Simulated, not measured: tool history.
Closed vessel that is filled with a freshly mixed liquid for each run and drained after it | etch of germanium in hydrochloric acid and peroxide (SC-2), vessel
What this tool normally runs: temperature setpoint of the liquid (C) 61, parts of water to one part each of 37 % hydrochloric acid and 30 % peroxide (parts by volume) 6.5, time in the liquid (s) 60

run	day	temperature setpoint of the liquid (C)	parts of water to one part each of 37 % hydrochloric acid and 30 % peroxide (parts by volume)	time in the liquid (s)	read-back film thickness of the germanium reference wafer, read on the same gauge (nm)	thickness taken off the germanium on a monitor wafer (angstrom)
1	0	61	6.5	50	30.01	2062.4
2	2.796	61	6.5	60	30	2479.8
3	4.988	61	6.5	60	30	2425.9
4	8.729	61	6.5	60	30.02	2448.9
5	11.971	61	6.5	35	30	1408.6
6	15.833	61	6.5	35	29.97	1436.8
7	19.767	61	6.5	35	29.99	1441.6
8	23.338	61	6.5	60	29.98	2437
9	26.95	61	6.5	60	29.99	2418.3
# day 27.038: new drum of peroxide connected
10	29.221	61	6.5	60	29.99	2427
11	33.575	61	6.5	75	30	3027.4
12	38.021	61	6.5	75	30.03	3059.3
13	42.125	61	6.5	75	30.02	3003.7
14	51.942	61	4	30	30.01	1205.4
# day 55.417: chemicals flow meter replaced
15	56.379	67	6.5	80	29.98	3732.8
16	60.229	66.5	6.5	75	30.01	3487.5
# day 63.246: gauge calibrated
17	63.575	61	6.5	30	30.01	1185.4
18	66.825	61	6.5	60	30.01	2352
19	69.892	61	6.5	60	30.01	2365
20	72.167	61	4	30	30.01	1196.2
# day 75.721: thermometer replaced
21	75.988	61	4.5	35	29.99	1474.8
# day 77.525: new drum of peroxide connected
22	77.883	64.5	5	85	29.99	3988.2
23	81.838	55	7.5	60	30.01	2068
24	86.083	61	6.5	60	30.02	2462.4
25	89.217	68	5	60	30.01	3109.6
26	93.462	61	6.5	60	30	2487
27	96.35	61	6.5	60	30.01	2494.4
28	100.379	61	6.5	60	29.96	2495.9
29	103.071	61	5	75	29.98	3063.9

Here are 5 independent what-if runs from the current tool condition. What would each one return?
A	103.1	57.5	6.5	60	?	?
B	103.1	54.5	9	80	?	?
C	103.1	51.5	6.5	60	?	?
D	103.1	56.5	5	80	?	?
E	103.1	70.5	6.5	60	?	?

run	read-back film thickness of the germanium reference wafer, read on the same gauge (nm)	thickness taken off the germanium on a monitor wafer (angstrom)
A	29.98	2240.6
B	29.98	2663.8
C	29.98	1858.4
D	29.98	2928.1
E	29.98	3279.1
Without the tool's hidden state the same runs would have given:
run	thickness taken off the germanium on a monitor wafer (angstrom)
A	2291
B	2724.2
C	1901.9
D	2994.9
E	3346.9

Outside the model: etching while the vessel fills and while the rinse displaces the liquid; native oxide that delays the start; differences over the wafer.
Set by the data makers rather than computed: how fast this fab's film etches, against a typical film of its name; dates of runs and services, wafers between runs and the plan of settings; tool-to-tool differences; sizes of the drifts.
